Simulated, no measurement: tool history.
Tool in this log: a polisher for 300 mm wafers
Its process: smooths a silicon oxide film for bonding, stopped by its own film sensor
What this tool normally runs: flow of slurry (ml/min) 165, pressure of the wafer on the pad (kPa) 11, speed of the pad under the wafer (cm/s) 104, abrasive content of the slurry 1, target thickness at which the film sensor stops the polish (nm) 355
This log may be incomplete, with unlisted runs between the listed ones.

run   hour  flow of slurry (ml/min)  pressure of the wafer on the pad (kPa)  speed of the pad under the wafer (cm/s)  abrasive content of the slurry  target thickness at which the film sensor stops the polish (nm)  incoming thickness of the incoming film, nm  time until the film sensor stopped the polish (s)
  1      0                      165                                      11                                      104                               1                                                              355                                        443.4                                              148.2
  2   27.6                      165                                     9.7                                      104                               1                                                              355                                        434.1                                              153.5
        33  -- head pressure recalibrated
  3   59.5                      165                                     9.7                                      104                               1                                                              355                                        434.1                                              150.5
  4   85.4                      165                                     9.7                                      104                               1                                                              355                                        437.8                                              160.5
      88.7  -- slurry blender recalibrated
  5   98.7                      165                                     8.3                                      104                               1                                                              355                                        439.2                                              166.1
  6  126.7                      165                                      11                                      104                             0.9                                                              355                                        434.8                                                130
  7  152.6                      190                                      11                                      104                            0.75                                                              355                                        434.9                                              137.3
  8  186.1                      180                                    13.1                                       78                             1.1                                                              355                                          434                                              122.9
     211.6  -- worn pad replaced by a new one, of another model than before
  9  219.5                      165                                      11                                      104                               1                                                              355                                        444.2                                                142
 10  233.4                      165                                      11                                      104                            0.75                                                              355                                        433.6                                              146.3
 11  257.3                      165                                      11                                      130                               1                                                              355                                        441.2                                              129.4
 12  281.3                      165                                     7.6                                      104                            1.15                                                              355                                        440.1                                              175.2
 13  342.6                      135                                      11                                      104                               1                                                              344                                        433.5                                              164.5
 14  376.8                      165                                    13.8                                      126                               1                                                              355                                        440.1                                              114.7
     391.7  -- slurry nozzle cleaned
 15  395.5                      165                                    13.8                                       78                             0.9                                                              355                                        442.2                                              147.1
 16  420.5                      165                                      11                                       74                               1                                                              355                                        441.3                                              169.9
 17  450.3                      165                                      11                                      122                               1                                                              355                                        438.7                                              132.7
     469.4  -- worn pad replaced by a new one
 18  469.9                      165                                    13.8                                      104                               1                                                              355                                        437.9                                              123.3
 19  498.1                      220                                    12.4                                      104                               1                                                              355                                        445.8                                              134.5
     501.9  -- slurry blender recalibrated
 20  516.2                      165                                      11                                      104                            0.75                                                              376                                        435.5                                              100.5
 21  539.2                      165                                      11                                       90                               1                                                              355                                        449.4                                              155.7
 22  573.5                      165                                      11                                      128                               1                                                              355                                        444.2                                                129
 23  605.3                      225                                     8.3                                       86                             0.9                                                              355                                        448.2                                              191.9
 24  639.8                      195                                       9                                       90                               1                                                              338                                        440.9                                              199.3
 25    666                      165                                      11                                       90                               1                                                              355                                        444.4                                              158.3
     694.9  -- worn pad replaced by a new one
 26  699.1                      165                                      11                                      104                               1                                                              328                                        432.4                                              175.8
 27  725.7                      165                                      11                                      104                               1                                                              355                                        445.8                                              155.6
 28  748.7                      130                                      11                                      104                               1                                                              355                                          433                                              147.6
     769.6  -- slurry nozzle cleaned
 29  783.9                      165                                      11                                      104                               1                                                              355                                        434.9                                              138.3
 30  798.7                      125                                    14.5                                      116                               1                                                              328                                        440.9                                              175.3

For each run, what was the tool's unlogged condition?
removal rate lost through wear of the pad, %: 0, the same for each run
slurry flow missing at the pad, %: 0, the same for each run
deviation of the head's pressure from its setpoint, %: 0, the same for each run
H1: abrasive missing from the slurry, %
run    H1
  1  29.2
  2  30.1
  3  30.9
  4  31.4
  5  3.72
  6  9.37
  7  13.6
  8  17.9
  9  21.3
 10  22.4
 11  24.1
 12  25.6
 13  28.2
 14  29.2
 15  29.6
 16  30.1
 17  30.6
 18  30.9
 19  31.2
 20  7.12
 21  11.7
 22  17.1
 23    21
 24  24.3
 25  26.3
 26  28.2
 27  29.5
 28  30.4
 29  31.5
 30  31.8

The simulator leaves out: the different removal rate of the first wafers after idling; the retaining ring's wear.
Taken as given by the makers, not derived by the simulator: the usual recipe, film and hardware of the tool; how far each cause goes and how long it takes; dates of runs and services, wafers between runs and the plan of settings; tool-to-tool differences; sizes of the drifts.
